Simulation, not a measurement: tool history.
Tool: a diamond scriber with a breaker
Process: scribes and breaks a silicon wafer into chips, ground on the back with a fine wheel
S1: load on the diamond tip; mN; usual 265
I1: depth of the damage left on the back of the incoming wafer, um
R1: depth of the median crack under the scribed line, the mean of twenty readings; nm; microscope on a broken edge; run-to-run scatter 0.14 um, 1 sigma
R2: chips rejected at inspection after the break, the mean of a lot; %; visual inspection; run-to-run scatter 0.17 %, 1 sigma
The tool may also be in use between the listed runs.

Run 1, hour 0: usual settings; I1 1.52. Result: R1 8680 nm, R2 2.15 %.
Run 2, hour 16.9: usual settings; I1 1.86. Result: R1 8950 nm, R2 2.46 %.
Run 3, hour 41.2: usual settings; I1 1.95. Result: R1 8650 nm, R2 2.79 %.
Run 4, hour 69.6: usual settings; I1 2.55. Result: R1 8800 nm, R2 3.59 %.
Run 5, hour 87.8: usual settings; I1 2.3. Result: R1 8630 nm, R2 2.91 %.
Run 6, hour 110.9: usual settings; I1 1.68. Result: R1 8730 nm, R2 2.34 %.
Run 7, hour 132.1: usual settings; I1 1.66. Result: R1 8470 nm, R2 2.53 %.
Run 8, hour 162: usual settings but S1 206 mN; I1 2.52. Result: R1 7910 nm, R2 8.21 %.
Run 9, hour 195: usual settings but S1 206 mN; I1 1.98. Result: R1 7720 nm, R2 6.68 %.
Run 10, hour 223.7: usual settings; I1 2. Result: R1 8580 nm, R2 3.1 %.
Run 11, hour 248.4: usual settings; I1 1.78. Result: R1 8550 nm, R2 2.77 %.
At hour 270.7: diamond tip replaced by a new one, of another model than before.
Run 12, hour 272.1: usual settings but S1 308 mN; I1 2.42. Result: R1 9210 nm, R2 3.03 %.
Run 13, hour 304: usual settings; I1 1.75. Result: R1 8560 nm, R2 2.62 %.
Run 14, hour 337.7: usual settings; I1 1.56. Result: R1 8770 nm, R2 2.37 %.
Run 15, hour 369.1: usual settings; I1 2.2. Result: R1 8870 nm, R2 3.41 %.
Run 16, hour 385.6: usual settings but S1 225 mN; I1 2.48. Result: R1 8340 nm, R2 5.44 %.
Run 17, hour 408.8: usual settings but S1 225 mN; I1 2.04. Result: R1 8380 nm, R2 3.77 %.
Run 18, hour 436.2: usual settings but S1 309 mN; I1 2.22. Result: R1 9320 nm, R2 2.69 %.
Run 19, hour 462.2: usual settings but S1 311 mN; I1 2.3. Result: R1 9180 nm, R2 2.72 %.
Run 20, hour 477.4: usual settings but S1 226 mN; I1 2.32. Result: R1 8270 nm, R2 4.79 %.
Run 21, hour 495.4: usual settings; I1 2.3. Result: R1 8790 nm, R2 3.02 %.
Run 22, hour 510.9: usual settings but S1 211 mN; I1 2.07. Result: R1 8060 nm, R2 5.63 %.
Run 23, hour 530.9: usual settings but S1 203 mN; I1 1.51. Result: R1 8020 nm, R2 5.2 %.
Run 24, hour 560.1: usual settings but S1 188 mN; I1 2.4. Result: R1 7940 nm, R2 6.69 %.
Run 25, hour 665.7: usual settings but S1 189 mN; I1 2.4. Result: R1 8050 nm, R2 7.67 %.
Run 26, hour 687: usual settings; I1 2.81. Result: R1 8580 nm, R2 4.54 %.
At hour 706.5: load on the tip recalibrated.
Run 27, hour 711.1: usual settings but S1 218 mN; I1 2.79. Result: R1 8580 nm, R2 4.24 %.
Run 28, hour 736.3: usual settings but S1 299 mN; I1 1.83. Result: R1 9500 nm, R2 2.54 %.
Run 29, hour 759.7: usual settings but S1 286 mN; I1 2.92. Result: R1 9520 nm, R2 3.58 %.
Run 30, hour 775.2: usual settings but S1 224 mN; I1 2.75. Result: R1 8560 nm, R2 4.8 %.
Run 31, hour 796.9: usual settings; I1 1.52. Result: R1 8910 nm, R2 1.83 %.
Run 32, hour 813.7: usual settings but S1 334 mN; I1 1.77. Result: R1 10090 nm, R2 3.04 %.
Run 33, hour 836.3: usual settings but S1 193 mN; I1 3. Result: R1 8470 nm, R2 6.97 %.
Run 34, hour 896.1: usual settings; I1 2.15. Result: R1 8990 nm, R2 2.59 %.
Run 35, hour 909: usual settings but S1 318 mN; I1 2.08. Result: R1 9700 nm, R2 2.56 %.
Run 36, hour 921.7: usual settings but S1 295 mN; I1 2.16. Result: R1 9370 nm, R2 2.59 %.
Run 37, hour 947.7: usual settings but S1 207 mN; I1 1.71. Result: R1 8280 nm, R2 3.65 %.
Run 38, hour 972.7: usual settings but S1 205 mN; I1 2.49. Result: R1 8430 nm, R2 5.11 %.
Run 39, hour 996.8: usual settings but S1 201 mN; I1 1.79. Result: R1 8000 nm, R2 3.94 %.
Run 40, hour 1019.6: usual settings but S1 229 mN; I1 2.3. Result: R1 8660 nm, R2 3.6 %.
Run 41, hour 1048.3: usual settings; I1 2.87. Result: R1 9190 nm, R2 4.29 %.
Run 42, hour 1061.6: usual settings but S1 215 mN; I1 2.31. Result: R1 8400 nm, R2 4.67 %.
Run 43, hour 1089.3: usual settings but S1 315 mN; I1 1.98. Result: R1 9530 nm, R2 2.2 %.

Give the tool's hidden conditions for every run:
share of the diamond tip's cutting effectiveness lost through wear, %: 0 in every run
H1: deviation of the load on the tip from its setpoint, %
run      H1
  1     -11
  2   -11.2
  3   -11.5
  4   -11.8
  5     -12
  6   -12.2
  7   -12.4
  8   -12.7
  9   -12.9
 10   -13.1
 11   -13.3
 12   -13.5
 13   -13.6
 14   -13.8
 15     -14
 16   -14.1
 17   -14.2
 18   -14.3
 19   -14.4
 20   -14.4
 21   -14.5
 22   -14.5
 23   -14.6
 24   -14.7
 25   -14.9
 26     -15
 27    2.52
 28    1.49
 29   0.595
 30  0.0317
 31  -0.718
 32   -1.27
 33   -1.97
 34   -3.63
 35   -3.96
 36   -4.27
 37   -4.87
 38    -5.4
 39   -5.89
 40   -6.32
 41   -6.83
 42   -7.05
 43   -7.48
